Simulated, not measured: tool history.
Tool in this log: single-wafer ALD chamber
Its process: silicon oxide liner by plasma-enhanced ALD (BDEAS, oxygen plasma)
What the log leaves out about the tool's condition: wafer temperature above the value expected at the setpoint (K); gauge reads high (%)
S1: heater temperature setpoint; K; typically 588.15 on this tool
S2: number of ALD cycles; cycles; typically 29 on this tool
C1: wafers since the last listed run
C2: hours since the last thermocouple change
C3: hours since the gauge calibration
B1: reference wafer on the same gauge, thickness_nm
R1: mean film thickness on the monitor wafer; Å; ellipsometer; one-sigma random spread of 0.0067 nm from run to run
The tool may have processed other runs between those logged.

run 1 day=0.000 | S1=588.15 S2=29 | C1=0 C2=693.6 C3=114.2 | B1=2.470 | R1=26.50
run 2 day=1.367 | S1=588.15 S2=29 | C1=239 C2=726.4 C3=147.0 | B1=2.471 | R1=26.58
run 3 day=4.250 | S1=588.15 S2=29 | C1=504 C2=795.6 C3=216.2 | B1=2.469 | R1=26.48
run 4 day=8.721 | S1=588.15 S2=29 | C1=781 C2=902.9 C3=323.5 | B1=2.471 | R1=26.52
run 5 day=10.525 | S1=591.15 S2=29 | C1=315 C2=946.2 C3=366.8 | B1=2.469 | R1=26.50
run 6 day=12.338 | S1=583.15 S2=25 | C1=317 C2=989.7 C3=410.3 | B1=2.470 | R1=23.00
run 7 day=14.304 | S1=594.15 S2=27 | C1=343 C2=1036.9 C3=457.5 | B1=2.470 | R1=24.40
run 8 day=17.288 | S1=594.15 S2=27 | C1=521 C2=1108.5 C3=529.1 | B1=2.471 | R1=24.46
run 9 day=20.171 | S1=594.15 S2=27 | C1=504 C2=1177.7 C3=598.3 | B1=2.470 | R1=24.31
run 10 day=21.721 | S1=596.15 S2=29 | C1=271 C2=1214.9 C3=635.5 | B1=2.471 | R1=26.17
run 11 day=22.938 | S1=596.15 S2=29 | C1=212 C2=1244.1 C3=664.7 | B1=2.471 | R1=26.07
run 12 day=24.667 | S1=588.15 S2=25 | C1=302 C2=1285.6 C3=706.2 | B1=2.469 | R1=22.77
run 13 day=26.838 | S1=588.15 S2=29 | C1=379 C2=1337.7 C3=758.3 | B1=2.470 | R1=26.42
run 14 day=29.725 | S1=588.15 S2=29 | C1=505 C2=1407.0 C3=827.6 | B1=2.471 | R1=26.45
run 15 day=31.238 | S1=588.15 S2=29 | C1=264 C2=1443.3 C3=863.9 | B1=2.470 | R1=26.46
run 16 day=33.862 | S1=588.15 S2=29 | C1=459 C2=1506.3 C3=926.9 | B1=2.469 | R1=26.55
run 17 day=35.192 | S1=588.15 S2=29 | C1=232 C2=1538.2 C3=958.8 | B1=2.470 | R1=26.41
run 18 day=36.246 | S1=588.15 S2=29 | C1=184 C2=1563.5 C3=984.1 | B1=2.470 | R1=26.48
run 19 day=37.562 | S1=588.15 S2=29 | C1=230 C2=1595.1 C3=1015.7 | B1=2.470 | R1=26.43
-- day=37.975 thermocouple changed; heater temperature recalibrated
run 20 day=38.992 | S1=588.15 S2=29 | C1=191 C2=24.4 C3=1050.0 | B1=2.471 | R1=26.51
run 21 day=41.558 | S1=588.15 S2=29 | C1=448 C2=86.0 C3=1111.6 | B1=2.470 | R1=26.65
run 22 day=43.367 | S1=588.15 S2=29 | C1=316 C2=129.4 C3=1155.0 | B1=2.470 | R1=26.67
run 23 day=46.212 | S1=588.15 S2=24 | C1=497 C2=197.7 C3=1223.3 | B1=2.471 | R1=21.93
run 24 day=48.462 | S1=578.15 S2=29 | C1=393 C2=251.7 C3=1277.3 | B1=2.470 | R1=27.05
run 25 day=49.746 | S1=593.15 S2=29 | C1=224 C2=282.5 C3=1308.1 | B1=2.470 | R1=26.43
run 26 day=52.588 | S1=588.15 S2=31 | C1=497 C2=350.7 C3=1376.3 | B1=2.469 | R1=28.35
run 27 day=54.204 | S1=580.15 S2=33 | C1=282 C2=389.5 C3=1415.1 | B1=2.470 | R1=30.77
run 28 day=59.558 | S1=588.15 S2=29 | C1=936 C2=518.0 C3=1543.6 | B1=2.471 | R1=26.54
run 29 day=62.129 | S1=575.15 S2=33 | C1=449 C2=579.7 C3=1605.3 | B1=2.471 | R1=30.93
run 30 day=64.033 | S1=588.15 S2=35 | C1=333 C2=625.4 C3=1651.0 | B1=2.470 | R1=31.95
run 31 day=66.104 | S1=588.15 S2=29 | C1=362 C2=675.1 C3=1700.7 | B1=2.470 | R1=26.52
run 32 day=67.400 | S1=588.15 S2=29 | C1=226 C2=706.2 C3=1731.8 | B1=2.470 | R1=26.58
run 33 day=70.312 | S1=576.15 S2=25 | C1=509 C2=776.1 C3=1801.7 | B1=2.469 | R1=23.30
-- day=71.908 gauge calibrated
run 34 day=72.821 | S1=580.15 S2=26 | C1=438 C2=836.3 C3=21.9 | B1=2.469 | R1=24.02
run 35 day=74.379 | S1=588.15 S2=29 | C1=272 C2=873.7 C3=59.3 | B1=2.470 | R1=26.45
run 36 day=78.767 | S1=577.15 S2=24 | C1=767 C2=979.0 C3=164.6 | B1=2.470 | R1=22.35
run 37 day=81.388 | S1=581.15 S2=33 | C1=458 C2=1041.9 C3=227.5 | B1=2.469 | R1=30.54
run 38 day=82.862 | S1=597.15 S2=29 | C1=257 C2=1077.3 C3=262.9 | B1=2.471 | R1=26.01
run 39 day=84.271 | S1=584.15 S2=29 | C1=246 C2=1111.1 C3=296.7 | B1=2.471 | R1=26.61
run 40 day=87.050 | S1=576.15 S2=26 | C1=486 C2=1177.8 C3=363.4 | B1=2.469 | R1=24.21
run 41 day=89.296 | S1=588.15 S2=32 | C1=392 C2=1231.7 C3=417.3 | B1=2.470 | R1=29.30
run 42 day=92.246 | S1=577.15 S2=25 | C1=515 C2=1302.5 C3=488.1 | B1=2.470 | R1=23.14
run 43 day=93.483 | S1=582.15 S2=29 | C1=216 C2=1332.2 C3=517.8 | B1=2.470 | R1=26.76
run 44 day=94.729 | S1=588.15 S2=29 | C1=217 C2=1362.1 C3=547.7 | B1=2.470 | R1=26.39

3 ways to go on from here, each from the tool as it stands after run 44. What would each give?
run A day=94.746 | S1=588.15 S2=34 | C1=2 C2=1362.5 C3=548.1 | B1=? | R1=?
run B day=94.746 | S1=579.15 S2=26 | C1=2 C2=1362.5 C3=548.1 | B1=? | R1=?
run C day=94.746 | S1=602.15 S2=24 | C1=2 C2=1362.5 C3=548.1 | B1=? | R1=?

run=A B1=2.469 R1=31.11
run=B B1=2.469 R1=24.14
run=C B1=2.469 R1=21.46
With no hidden state in the tool, these same runs would have given:
run=A R1=31.37
run=B R1=24.34
run=C R1=21.64
